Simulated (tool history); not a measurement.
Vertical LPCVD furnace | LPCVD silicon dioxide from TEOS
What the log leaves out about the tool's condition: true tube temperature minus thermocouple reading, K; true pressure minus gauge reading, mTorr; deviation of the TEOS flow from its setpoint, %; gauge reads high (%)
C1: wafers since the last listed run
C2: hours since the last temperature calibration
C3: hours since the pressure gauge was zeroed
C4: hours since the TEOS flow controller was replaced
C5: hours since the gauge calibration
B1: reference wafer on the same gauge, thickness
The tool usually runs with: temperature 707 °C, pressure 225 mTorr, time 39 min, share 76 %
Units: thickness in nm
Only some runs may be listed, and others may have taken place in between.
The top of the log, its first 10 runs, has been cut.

{"run": 11, "day": 6.242, "temperature": 707, "pressure": 180, "time": 39, "share": 76, "C1": 70, "C2": 2156, "C3": 10.7, "C4": 25.5, "C5": 83.5, "B1": 370.79, "thickness": 307.26}
{"run": 12, "day": 6.454, "temperature": 703, "pressure": 225, "time": 39, "share": 76, "C1": 70, "C2": 2161.1, "C3": 15.8, "C4": 30.6, "C5": 88.6, "B1": 370.29, "thickness": 316.77}
{"run": 13, "day": 6.925, "temperature": 710, "pressure": 225, "time": 31.5, "share": 88, "C1": 156, "C2": 2172.4, "C3": 27.1, "C4": 41.9, "C5": 99.9, "B1": 370.17, "thickness": 318.81}
{"run": 14, "day": 7.329, "temperature": 701, "pressure": 225, "time": 39, "share": 76, "C1": 134, "C2": 2182.1, "C3": 36.8, "C4": 51.6, "C5": 109.6, "B1": 370.23, "thickness": 298.01}
{"run": 15, "day": 8.225, "temperature": 707, "pressure": 225, "time": 39, "share": 76, "C1": 297, "C2": 2203.6, "C3": 58.3, "C4": 73.1, "C5": 131.1, "B1": 370.3, "thickness": 344.41}
{"run": 16, "day": 8.708, "temperature": 707, "pressure": 225, "time": 32, "share": 76, "C1": 160, "C2": 2215.2, "C3": 69.9, "C4": 84.7, "C5": 142.7, "B1": 370.21, "thickness": 282.93}
{"run": 17, "day": 9.354, "temperature": 707, "pressure": 225, "time": 26, "share": 76, "C1": 214, "C2": 2230.7, "C3": 85.4, "C4": 100.2, "C5": 158.2, "B1": 369.8, "thickness": 230.18}
{"run": 18, "day": 9.988, "temperature": 699, "pressure": 275, "time": 28.5, "share": 76, "C1": 209, "C2": 2245.9, "C3": 100.6, "C4": 115.4, "C5": 173.4, "B1": 369.81, "thickness": 233.17}
{"day": 11.375, "done": "thermocouples replaced and temperature profile calibrated"}
{"run": 19, "day": 11.396, "temperature": 707, "pressure": 175, "time": 39, "share": 76, "C1": 135, "C2": 0.5, "C3": 134.4, "C4": 149.2, "C5": 207.2, "B1": 369.39, "thickness": 280.4}
{"run": 20, "day": 11.608, "temperature": 707, "pressure": 225, "time": 39, "share": 76, "C1": 70, "C2": 5.6, "C3": 139.5, "C4": 154.3, "C5": 212.3, "B1": 370.1, "thickness": 313.93}
{"run": 21, "day": 11.846, "temperature": 707, "pressure": 270, "time": 51, "share": 80, "C1": 78, "C2": 11.3, "C3": 145.2, "C4": 160, "C5": 218, "B1": 369.97, "thickness": 465.94}
{"run": 22, "day": 12.429, "temperature": 700, "pressure": 225, "time": 39, "share": 76, "C1": 193, "C2": 25.3, "C3": 159.2, "C4": 174, "C5": 232, "B1": 368.54, "thickness": 268.09}
{"run": 23, "day": 13.225, "temperature": 707, "pressure": 225, "time": 39, "share": 76, "C1": 263, "C2": 44.4, "C3": 178.3, "C4": 193.1, "C5": 251.1, "B1": 370.17, "thickness": 316.21}
{"run": 24, "day": 14.117, "temperature": 718, "pressure": 245, "time": 45, "share": 68, "C1": 295, "C2": 65.8, "C3": 199.7, "C4": 214.5, "C5": 272.5, "B1": 369.86, "thickness": 460.97}
{"run": 25, "day": 14.825, "temperature": 713, "pressure": 225, "time": 31.5, "share": 76, "C1": 234, "C2": 82.8, "C3": 216.7, "C4": 231.5, "C5": 289.5, "B1": 370.05, "thickness": 294.66}
{"run": 26, "day": 15.608, "temperature": 711, "pressure": 225, "time": 39, "share": 76, "C1": 259, "C2": 101.6, "C3": 235.5, "C4": 250.3, "C5": 308.3, "B1": 370.4, "thickness": 348.68}
{"run": 27, "day": 16.192, "temperature": 707, "pressure": 205, "time": 39, "share": 76, "C1": 193, "C2": 115.6, "C3": 249.5, "C4": 264.3, "C5": 322.3, "B1": 369.49, "thickness": 301.75}
{"run": 28, "day": 16.862, "temperature": 713, "pressure": 225, "time": 46, "share": 68, "C1": 222, "C2": 131.7, "C3": 265.6, "C4": 280.4, "C5": 338.4, "B1": 369.98, "thickness": 403.37}
{"run": 29, "day": 17.562, "temperature": 707, "pressure": 225, "time": 39, "share": 87, "C1": 232, "C2": 148.5, "C3": 282.4, "C4": 297.2, "C5": 355.2, "B1": 369.02, "thickness": 340.86}
{"run": 30, "day": 18.308, "temperature": 707, "pressure": 270, "time": 43.5, "share": 81, "C1": 247, "C2": 166.4, "C3": 300.3, "C4": 315.1, "C5": 373.1, "B1": 368.65, "thickness": 401.14}
{"run": 31, "day": 18.642, "temperature": 707, "pressure": 225, "time": 50, "share": 87, "C1": 110, "C2": 174.4, "C3": 308.3, "C4": 323.1, "C5": 381.1, "B1": 369.65, "thickness": 438.02}
{"run": 32, "day": 19.154, "temperature": 701, "pressure": 190, "time": 43.5, "share": 72, "C1": 169, "C2": 186.7, "C3": 320.6, "C4": 335.4, "C5": 393.4, "B1": 369.77, "thickness": 280.14}

Predict each of these 3 candidate next runs independently; none follows another, all start after run 32:
{"run": "A", "day": 19.371, "temperature": 707, "pressure": 225, "time": 39, "share": 76, "C1": 71, "C2": 191.9, "C3": 325.8, "C4": 340.6, "C5": 398.6, "B1": "?", "thickness": "?"}
{"run": "B", "day": 19.371, "temperature": 702, "pressure": 190, "time": 31.5, "share": 70, "C1": 71, "C2": 191.9, "C3": 325.8, "C4": 340.6, "C5": 398.6, "B1": "?", "thickness": "?"}
{"run": "C", "day": 19.371, "temperature": 714, "pressure": 225, "time": 51.5, "share": 76, "C1": 71, "C2": 191.9, "C3": 325.8, "C4": 340.6, "C5": 398.6, "B1": "?", "thickness": "?"}

run=A B1=369.65 thickness=320.33
run=B B1=369.65 thickness=203.37
run=C B1=369.65 thickness=495.99
The same runs, with their run-to-run variation unchanged, on a tool lacking any hidden condition would have given:
run=A thickness=317.21
run=B thickness=201.36
run=C thickness=491.22
